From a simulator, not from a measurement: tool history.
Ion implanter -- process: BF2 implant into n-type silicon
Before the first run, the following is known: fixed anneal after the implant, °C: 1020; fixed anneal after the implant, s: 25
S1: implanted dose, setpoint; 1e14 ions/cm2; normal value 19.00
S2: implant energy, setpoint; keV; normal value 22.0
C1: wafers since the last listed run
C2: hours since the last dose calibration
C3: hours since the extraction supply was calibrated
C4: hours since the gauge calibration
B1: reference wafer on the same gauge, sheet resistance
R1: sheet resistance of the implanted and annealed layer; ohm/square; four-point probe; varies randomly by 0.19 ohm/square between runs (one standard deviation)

run 1 hour=0.0 | S1=19.00 S2=22.0 | C1=0 C2=865.3 C3=3139.9 C4=585.0 | B1=121.03 | R1=128.37
run 2 hour=38.8 | S1=19.00 S2=22.0 | C1=582 C2=904.1 C3=3178.7 C4=623.8 | B1=121.03 | R1=128.15
run 3 hour=96.8 | S1=19.00 S2=22.0 | C1=870 C2=962.1 C3=3236.7 C4=681.8 | B1=120.98 | R1=128.31
run 4 hour=156.7 | S1=19.00 S2=22.0 | C1=899 C2=1022.0 C3=3296.6 C4=741.7 | B1=121.02 | R1=128.39
run 5 hour=220.7 | S1=19.00 S2=22.0 | C1=960 C2=1086.0 C3=3360.6 C4=805.7 | B1=121.06 | R1=128.35
run 6 hour=272.8 | S1=19.00 S2=22.0 | C1=782 C2=1138.1 C3=3412.7 C4=857.8 | B1=120.97 | R1=128.02
run 7 hour=315.3 | S1=19.00 S2=18.5 | C1=638 C2=1180.6 C3=3455.2 C4=900.3 | B1=120.99 | R1=136.71
run 8 hour=371.4 | S1=19.00 S2=18.5 | C1=842 C2=1236.7 C3=3511.3 C4=956.4 | B1=121.00 | R1=136.59
run 9 hour=435.2 | S1=19.00 S2=18.5 | C1=957 C2=1300.5 C3=3575.1 C4=1020.2 | B1=121.00 | R1=136.74
run 10 hour=491.7 | S1=23.24 S2=16.5 | C1=848 C2=1357.0 C3=3631.6 C4=1076.7 | B1=121.01 | R1=140.19
run 11 hour=516.9 | S1=23.24 S2=16.5 | C1=378 C2=1382.2 C3=3656.8 C4=1101.9 | B1=121.03 | R1=140.15
run 12 hour=563.7 | S1=23.24 S2=16.5 | C1=702 C2=1429.0 C3=3703.6 C4=1148.7 | B1=121.03 | R1=140.68
run 13 hour=590.2 | S1=22.85 S2=17.5 | C1=397 C2=1455.5 C3=3730.1 C4=1175.2 | B1=120.98 | R1=137.96
run 14 hour=656.0 | S1=19.00 S2=22.0 | C1=987 C2=1521.3 C3=3795.9 C4=1241.0 | B1=121.02 | R1=128.47
run 15 hour=707.8 | S1=17.36 S2=15.0 | C1=777 C2=1573.1 C3=3847.7 C4=1292.8 | B1=120.95 | R1=147.48
run 16 hour=759.5 | S1=21.23 S2=22.0 | C1=776 C2=1624.8 C3=3899.4 C4=1344.5 | B1=120.99 | R1=127.12
run 17 hour=799.9 | S1=20.93 S2=15.0 | C1=606 C2=1665.2 C3=3939.8 C4=1384.9 | B1=120.98 | R1=145.14
-- hour=827.1 extraction supply calibrated
run 18 hour=860.6 | S1=23.35 S2=25.5 | C1=791 C2=1725.9 C3=33.5 C4=1445.6 | B1=121.00 | R1=120.44
run 19 hour=887.6 | S1=19.00 S2=22.0 | C1=405 C2=1752.9 C3=60.5 C4=1472.6 | B1=120.99 | R1=130.13
run 20 hour=916.8 | S1=21.26 S2=17.5 | C1=438 C2=1782.1 C3=89.7 C4=1501.8 | B1=120.99 | R1=139.78
run 21 hour=954.4 | S1=19.00 S2=26.5 | C1=564 C2=1819.7 C3=127.3 C4=1539.4 | B1=121.04 | R1=121.27
run 22 hour=980.9 | S1=19.00 S2=22.0 | C1=397 C2=1846.2 C3=153.8 C4=1565.9 | B1=120.99 | R1=129.77
-- hour=1013.6 Faraday cup replaced and dose calibrated
run 23 hour=1014.5 | S1=19.00 S2=22.0 | C1=384 C2=0.9 C3=187.4 C4=1599.5 | B1=121.03 | R1=129.76
run 24 hour=1067.8 | S1=24.19 S2=22.0 | C1=800 C2=54.2 C3=240.7 C4=1652.8 | B1=121.02 | R1=127.48
run 25 hour=1093.7 | S1=15.13 S2=24.5 | C1=388 C2=80.1 C3=266.6 C4=1678.7 | B1=121.00 | R1=129.35
run 26 hour=1137.1 | S1=23.24 S2=16.5 | C1=651 C2=123.5 C3=310.0 C4=1722.1 | B1=120.95 | R1=141.53
run 27 hour=1161.8 | S1=21.72 S2=14.5 | C1=370 C2=148.2 C3=334.7 C4=1746.8 | B1=120.99 | R1=148.12
-- hour=1186.3 gauge calibrated
run 28 hour=1194.9 | S1=19.00 S2=22.0 | C1=496 C2=181.3 C3=367.8 C4=8.6 | B1=121.04 | R1=129.60
run 29 hour=1263.6 | S1=22.76 S2=25.0 | C1=1031 C2=250.0 C3=436.5 C4=77.3 | B1=121.01 | R1=121.21
run 30 hour=1314.4 | S1=19.00 S2=22.0 | C1=762 C2=300.8 C3=487.3 C4=128.1 | B1=121.03 | R1=129.53
run 31 hour=1340.4 | S1=19.00 S2=27.5 | C1=390 C2=326.8 C3=513.3 C4=154.1 | B1=121.00 | R1=118.58
run 32 hour=1407.3 | S1=19.00 S2=22.0 | C1=1004 C2=393.7 C3=580.2 C4=221.0 | B1=121.01 | R1=129.17
run 33 hour=1437.2 | S1=14.08 S2=28.5 | C1=448 C2=423.6 C3=610.1 C4=250.9 | B1=120.97 | R1=123.48
run 34 hour=1483.5 | S1=23.45 S2=22.0 | C1=695 C2=469.9 C3=656.4 C4=297.2 | B1=120.97 | R1=127.44
run 35 hour=1520.9 | S1=15.25 S2=18.0 | C1=561 C2=507.3 C3=693.8 C4=334.6 | B1=121.00 | R1=143.23
run 36 hour=1576.1 | S1=19.00 S2=28.5 | C1=828 C2=562.5 C3=749.0 C4=389.8 | B1=121.00 | R1=116.88
run 37 hour=1631.4 | S1=15.44 S2=17.0 | C1=830 C2=617.8 C3=804.3 C4=445.1 | B1=120.98 | R1=144.85
run 38 hour=1681.5 | S1=21.31 S2=22.0 | C1=752 C2=667.9 C3=854.4 C4=495.2 | B1=120.97 | R1=127.67

Pick out some run-to-run changes in R1. Of each, how much would a tool without hidden state show as well, from the settings, what came in and chance, and how much is left for the hidden state and any gauge scatter not in both results compared?
The tool's hidden condition here consists of: deviation of the true dose from the Faraday cup's reading, %; deviation of the true energy from its setpoint, %; gauge reads high (%).
Run 14 -> 15: S1 19.00 -> 17.36, S2 22.0 -> 15.0. R1 +19.01 ohm/square: hidden state +0.14, all else +18.87.
Run 15 -> 16: S1 17.36 -> 21.23, S2 15.0 -> 22.0. R1 -20.36 ohm/square: hidden state -0.17, all else -20.19.
Run 17 -> 18: S1 20.93 -> 23.35, S2 15.0 -> 25.5, extraction supply calibrated. R1 -24.70 ohm/square: hidden state +1.65, all else -26.35.
Run 35 -> 36: S1 15.25 -> 19.00, S2 18.0 -> 28.5. R1 -26.35 ohm/square: hidden state -0.05, all else -26.30.
Run 36 -> 37: S1 19.00 -> 15.44, S2 28.5 -> 17.0. R1 +27.97 ohm/square: hidden state -0.02, all else +27.99.

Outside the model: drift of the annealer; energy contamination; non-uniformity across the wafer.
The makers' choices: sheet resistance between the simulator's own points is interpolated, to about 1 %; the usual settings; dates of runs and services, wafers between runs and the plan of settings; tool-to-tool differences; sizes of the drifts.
